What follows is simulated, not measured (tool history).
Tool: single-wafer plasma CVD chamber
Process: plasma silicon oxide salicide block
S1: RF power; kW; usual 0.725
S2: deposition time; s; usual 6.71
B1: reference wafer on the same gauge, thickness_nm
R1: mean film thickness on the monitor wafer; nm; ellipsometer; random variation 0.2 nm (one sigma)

{"run": 1, "hour": 0.0, "S1": 0.725, "S2": 6.71, "B1": 62.959, "R1": 67.429}
{"run": 2, "hour": 32.5, "S1": 0.725, "S2": 6.71, "B1": 62.913, "R1": 67.081}
{"run": 3, "hour": 84.5, "S1": 0.78, "S2": 6.71, "B1": 62.945, "R1": 68.584}
{"run": 4, "hour": 124.4, "S1": 0.78, "S2": 6.71, "B1": 62.932, "R1": 68.716}
{"run": 5, "hour": 176.2, "S1": 0.78, "S2": 6.71, "B1": 62.875, "R1": 68.815}
{"run": 6, "hour": 228.2, "S1": 0.725, "S2": 5.74, "B1": 63.033, "R1": 57.142}
{"run": 7, "hour": 270.3, "S1": 0.725, "S2": 5.74, "B1": 62.968, "R1": 57.23}
{"run": 8, "hour": 314.4, "S1": 0.725, "S2": 5.74, "B1": 62.896, "R1": 57.139}
{"hour": 326.9, "done": "RF generator calibrated"}
{"run": 9, "hour": 377.4, "S1": 0.82, "S2": 6.27, "B1": 62.832, "R1": 66.705}
{"run": 10, "hour": 419.1, "S1": 0.6, "S2": 5.58, "B1": 62.881, "R1": 54.02}
{"run": 11, "hour": 463.9, "S1": 0.855, "S2": 5.54, "B1": 62.897, "R1": 60.199}
{"run": 12, "hour": 633.7, "S1": 0.8, "S2": 5.97, "B1": 62.895, "R1": 63.115}
{"hour": 647.2, "done": "gauge calibrated"}
{"run": 13, "hour": 689.4, "S1": 0.725, "S2": 6.71, "B1": 62.851, "R1": 68.704}
{"run": 14, "hour": 719.0, "S1": 0.725, "S2": 6.71, "B1": 62.854, "R1": 68.594}
{"hour": 748.5, "done": "showerhead replaced"}
{"run": 15, "hour": 779.4, "S1": 0.825, "S2": 5.74, "B1": 62.828, "R1": 61.061}
{"run": 16, "hour": 846.1, "S1": 0.725, "S2": 6.71, "B1": 62.909, "R1": 68.771}
{"run": 17, "hour": 904.3, "S1": 0.685, "S2": 5.64, "B1": 62.964, "R1": 56.347}
{"run": 18, "hour": 964.1, "S1": 0.67, "S2": 6.18, "B1": 62.88, "R1": 61.488}

The same runs without the tool's hidden state, with the same run-to-run variation:
The hidden state here: delivered RF power above the setpoint (%); gauge reads high (%).
run=1 R1=68.965
run=2 R1=68.672
run=3 R1=70.318
run=4 R1=70.539
run=5 R1=70.755
run=6 R1=58.851
run=7 R1=59.025
run=8 R1=59.021
run=9 R1=66.712
run=10 R1=54.029
run=11 R1=60.214
run=12 R1=63.17
run=13 R1=68.786
run=14 R1=68.688
run=15 R1=61.171
run=16 R1=68.933
run=17 R1=56.511
run=18 R1=61.704
